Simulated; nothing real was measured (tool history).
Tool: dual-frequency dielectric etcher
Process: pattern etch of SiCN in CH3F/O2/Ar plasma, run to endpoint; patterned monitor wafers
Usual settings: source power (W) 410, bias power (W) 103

| run | hour | source power (W) | bias power (W) | incoming incoming film thickness, nm | endpoint time (s) |
|---|---|---|---|---|---|
| 1 | 0 | 410 | 91 | 10.64 | 25 |
| 2 | 124.1 | 410 | 103 | 10.8 | 23.7 |
|  | 155.1 | bias power generator calibrated |
| 3 | 231.7 | 410 | 103 | 10.79 | 23.7 |
| 4 | 327.1 | 410 | 103 | 10.64 | 23.4 |
| 5 | 381.8 | 410 | 103 | 10.69 | 23.6 |
| 6 | 447 | 410 | 103 | 10.71 | 23.5 |
| 7 | 549.6 | 410 | 103 | 10.72 | 23.6 |
| 8 | 607.2 | 410 | 103 | 10.63 | 23.2 |
| 9 | 687.8 | 410 | 94 | 10.69 | 24.3 |
| 10 | 765.4 | 410 | 103 | 10.75 | 23.4 |
|  | 864.4 | wet clean of the chamber, repeated, since the last time left the tool worse |
| 11 | 864.9 | 490 | 88 | 10.8 | 23.9 |
| 12 | 976.1 | 500 | 84 | 10.79 | 23.9 |
| 13 | 1031.4 | 410 | 103 | 10.75 | 24.4 |
|  | 1061.9 | upper electrode replaced |
| 14 | 1085.8 | 380 | 103 | 10.67 | 25.3 |
| 15 | 1178.9 | 470 | 114 | 10.87 | 21.8 |
| 16 | 1260.6 | 360 | 103 | 10.7 | 26.3 |
| 17 | 1309.9 | 490 | 79 | 10.74 | 24.4 |
| 18 | 1416.2 | 410 | 116 | 10.83 | 23.2 |
| 19 | 1507.1 | 410 | 126 | 10.72 | 22.1 |
| 20 | 1558.5 | 370 | 103 | 10.7 | 25.7 |
|  | 1595.9 | wet clean of the chamber |
| 21 | 1651.2 | 410 | 103 | 10.62 | 24.3 |
| 22 | 1740.6 | 470 | 103 | 10.69 | 22.5 |
|  | 1775.8 | source power generator calibrated |
| 23 | 1792.3 | 500 | 103 | 10.73 | 21.9 |
| 24 | 1836.4 | 330 | 128 | 10.79 | 25.5 |
| 25 | 2139.8 | 410 | 103 | 10.72 | 24.3 |
| 26 | 2206.8 | 460 | 90 | 10.68 | 23.8 |
| 27 | 2309.5 | 510 | 116 | 10.76 | 20.5 |
| 28 | 2416.4 | 490 | 88 | 10.72 | 23.3 |
| 29 | 2473.1 | 410 | 126 | 10.7 | 21.9 |
|  | 2509 | wet clean of the chamber |
| 30 | 2561 | 410 | 103 | 10.71 | 24.7 |
| 31 | 2638.9 | 470 | 110 | 10.67 | 21.9 |
| 32 | 2679.5 | 410 | 103 | 10.7 | 24.6 |
| 33 | 2724.1 | 410 | 114 | 10.65 | 23.1 |
|  | 2743.8 | bias power generator calibrated |
| 34 | 2812.9 | 410 | 103 | 10.76 | 24.4 |
| 35 | 2884.6 | 410 | 103 | 10.7 | 24.3 |

Hidden state or all else? Some run-to-run changes of endpoint time (s), split into what the settings, what came in and random variation would give without the hidden state, and what is left for the hidden state (with any gauge scatter that isn't in both results):
The hidden state here: etch rate over this chamber's usual, %; source power that arrives over what is set, %; bias power that arrives over what is set, %.
Run 10 -> 11: source power (W) 410 -> 490, bias power (W) 103 -> 88, wet clean of the chamber, repeated, since the last time left the tool worse. endpoint time (s) +0.5: hidden state +1.1, all else -0.6.
Run 15 -> 16: source power (W) 470 -> 360, bias power (W) 114 -> 103. endpoint time (s) +4.5: hidden state -0.1, all else +4.6.
Run 19 -> 20: source power (W) 410 -> 370, bias power (W) 126 -> 103. endpoint time (s) +3.6: hidden state -0.1, all else +3.7.
Run 20 -> 21: source power (W) 370 -> 410, wet clean of the chamber. endpoint time (s) -1.4: hidden state +0.5, all else -1.9.
Run 23 -> 24: source power (W) 500 -> 330, bias power (W) 103 -> 128. endpoint time (s) +3.6: hidden state +0, all else +3.6.
Run 29 -> 30: bias power (W) 126 -> 103, wet clean of the chamber. endpoint time (s) +2.8: hidden state +0.5, all else +2.3.

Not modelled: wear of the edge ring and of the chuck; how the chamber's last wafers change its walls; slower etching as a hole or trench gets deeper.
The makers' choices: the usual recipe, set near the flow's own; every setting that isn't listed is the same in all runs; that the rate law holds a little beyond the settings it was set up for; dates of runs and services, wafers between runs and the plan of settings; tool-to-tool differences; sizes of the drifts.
